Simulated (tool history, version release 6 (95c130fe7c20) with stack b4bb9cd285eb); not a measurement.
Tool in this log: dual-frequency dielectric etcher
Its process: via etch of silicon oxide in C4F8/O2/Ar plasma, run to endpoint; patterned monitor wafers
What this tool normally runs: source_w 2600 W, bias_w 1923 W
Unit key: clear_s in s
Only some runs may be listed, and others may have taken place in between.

run	hour	source_w	bias_w	incoming incoming film thickness, nm	clear_s
1	0	2600	1923	1838.2	328.3
2	39	2600	1923	1852.1	335.5
3	103.6	2600	1923	1866.7	339.7
4	169.6	2600	1923	1852	340.7
# hour 217.3: wet clean of the chamber
5	217.8	2600	1721	1846.3	331.7
6	267.1	2600	1721	1847.2	334.3
7	314.5	2600	1721	1854.8	339.9
8	409.3	2600	1923	1853	329.2
9	456.1	2600	1923	1848.2	335.8
10	534.7	2270	1923	1857	348.3
11	571.9	2270	1923	1854.3	350
# hour 597.3: bias power generator calibrated
12	627	2770	1923	1860.5	332.5
13	667.3	2770	1923	1864.3	333.6
14	727.3	2770	1923	1861.7	334.3
# hour 813.2: wet clean of the chamber
15	813.7	3070	2211	1843.4	296.3
16	831.2	3240	2169	1873.1	301.5
17	916.3	2350	2145	1855.9	328.3
18	995.4	3220	2280	1851.3	297.8

Run 19, settings as shown, results not yet in. Your forecast:
19	1059.3	2900	2305	1868.9	?

Logged for run 19: clear_s 309.4 s.
With no hidden state in the tool, this same run would have given clear_s 303.2 s.
